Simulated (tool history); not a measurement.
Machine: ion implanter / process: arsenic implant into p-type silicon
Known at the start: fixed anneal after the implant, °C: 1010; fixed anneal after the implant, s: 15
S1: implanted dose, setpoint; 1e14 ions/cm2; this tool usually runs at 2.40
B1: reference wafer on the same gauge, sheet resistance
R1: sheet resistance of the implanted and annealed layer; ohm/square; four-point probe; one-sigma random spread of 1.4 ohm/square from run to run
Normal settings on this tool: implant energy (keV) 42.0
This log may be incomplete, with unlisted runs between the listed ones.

run 1 hour=0.0 | S1=2.40 implant_energy_(keV)=42.0 | B1=334.33 | R1=310.56
run 2 hour=43.5 | S1=2.40 implant_energy_(keV)=42.0 | B1=334.56 | R1=305.96
run 3 hour=143.0 | S1=2.40 implant_energy_(keV)=42.0 | B1=335.43 | R1=306.64
run 4 hour=234.5 | S1=2.40 implant_energy_(keV)=42.0 | B1=335.81 | R1=310.19
run 5 hour=337.5 | S1=2.40 implant_energy_(keV)=42.0 | B1=336.02 | R1=308.56
-- hour=411.7 extraction supply calibrated
run 6 hour=415.6 | S1=2.40 implant_energy_(keV)=42.0 | B1=336.49 | R1=306.67
run 7 hour=473.2 | S1=2.91 implant_energy_(keV)=42.0 | B1=336.14 | R1=269.73
run 8 hour=532.3 | S1=2.91 implant_energy_(keV)=42.0 | B1=337.37 | R1=269.15
run 9 hour=585.6 | S1=2.40 implant_energy_(keV)=42.0 | B1=336.95 | R1=311.89
run 10 hour=627.2 | S1=2.40 implant_energy_(keV)=42.0 | B1=337.15 | R1=310.68
run 11 hour=668.8 | S1=2.40 implant_energy_(keV)=42.0 | B1=336.84 | R1=309.72
run 12 hour=708.0 | S1=2.40 implant_energy_(keV)=42.0 | B1=337.18 | R1=312.00
-- hour=779.8 Faraday cup replaced and dose calibrated
run 13 hour=785.2 | S1=2.40 implant_energy_(keV)=42.0 | B1=337.38 | R1=310.21
run 14 hour=853.5 | S1=2.82 implant_energy_(keV)=35.5 | B1=337.85 | R1=285.12
run 15 hour=907.9 | S1=2.40 implant_energy_(keV)=42.0 | B1=337.98 | R1=310.55
run 16 hour=1008.5 | S1=2.40 implant_energy_(keV)=42.0 | B1=337.91 | R1=311.18
-- hour=1073.4 gauge calibrated
run 17 hour=1114.6 | S1=2.40 implant_energy_(keV)=46.0 | B1=325.98 | R1=298.00
run 18 hour=1156.4 | S1=1.84 implant_energy_(keV)=42.0 | B1=326.27 | R1=363.37
run 19 hour=1221.9 | S1=2.40 implant_energy_(keV)=35.5 | B1=327.32 | R1=308.35
run 20 hour=1338.5 | S1=2.83 implant_energy_(keV)=52.5 | B1=327.14 | R1=257.27
run 21 hour=1441.1 | S1=2.40 implant_energy_(keV)=42.0 | B1=327.53 | R1=301.67
run 22 hour=1501.4 | S1=2.91 implant_energy_(keV)=42.0 | B1=327.22 | R1=262.49
run 23 hour=1563.5 | S1=2.40 implant_energy_(keV)=42.0 | B1=327.81 | R1=302.48
run 24 hour=1660.9 | S1=3.02 implant_energy_(keV)=54.5 | B1=328.25 | R1=246.03
run 25 hour=1729.7 | S1=1.91 implant_energy_(keV)=29.0 | B1=328.48 | R1=376.31
run 26 hour=1803.5 | S1=3.11 implant_energy_(keV)=42.0 | B1=328.94 | R1=250.75
run 27 hour=1895.6 | S1=2.21 implant_energy_(keV)=37.0 | B1=329.01 | R1=329.12
run 28 hour=2009.5 | S1=1.97 implant_energy_(keV)=56.0 | B1=329.48 | R1=331.87
run 29 hour=2165.5 | S1=2.40 implant_energy_(keV)=42.0 | B1=330.20 | R1=305.10
run 30 hour=2215.8 | S1=2.79 implant_energy_(keV)=42.0 | B1=330.08 | R1=272.95
run 31 hour=2264.7 | S1=2.21 implant_energy_(keV)=37.0 | B1=330.24 | R1=329.36
run 32 hour=2308.9 | S1=2.16 implant_energy_(keV)=55.5 | B1=330.35 | R1=313.60
run 33 hour=2358.0 | S1=2.40 implant_energy_(keV)=42.0 | B1=330.73 | R1=305.18
run 34 hour=2402.5 | S1=2.20 implant_energy_(keV)=55.5 | B1=331.25 | R1=308.71
run 35 hour=2444.8 | S1=2.87 implant_energy_(keV)=32.0 | B1=331.20 | R1=276.84
run 36 hour=2490.5 | S1=2.07 implant_energy_(keV)=30.5 | B1=330.90 | R1=357.45
run 37 hour=2535.7 | S1=2.40 implant_energy_(keV)=42.0 | B1=331.68 | R1=304.64
run 38 hour=2604.4 | S1=2.16 implant_energy_(keV)=32.5 | B1=331.80 | R1=343.97

Some steps in R1, run to run, broken into two amounts with sign: the step expected even without the hidden condition (settings, incoming material, random variation), and the rest, left for the hidden condition together with whatever gauge scatter is not in both the measured and the hidden-condition-free result:
The tool's hidden condition here consists of: deviation of the true dose from the Faraday cup's reading, %; deviation of the true energy from its setpoint, %; gauge reads high (%).
Run 8 -> 9: S1 2.91 -> 2.40. R1 +42.74 ohm/square: hidden state +1.39, all else +41.35.
Run 16 -> 17: implant energy (keV) 42.0 -> 46.0, gauge calibrated. R1 -13.18 ohm/square: hidden state -11.02, all else -2.16.
Run 24 -> 25: S1 3.02 -> 1.91, implant energy (keV) 54.5 -> 29.0. R1 +130.28 ohm/square: hidden state +0.79, all else +129.49.
Run 25 -> 26: S1 1.91 -> 3.11, implant energy (keV) 29.0 -> 42.0. R1 -125.56 ohm/square: hidden state -0.39, all else -125.17.
Run 35 -> 36: S1 2.87 -> 2.07, implant energy (keV) 32.0 -> 30.5. R1 +80.61 ohm/square: hidden state +1.17, all else +79.44.
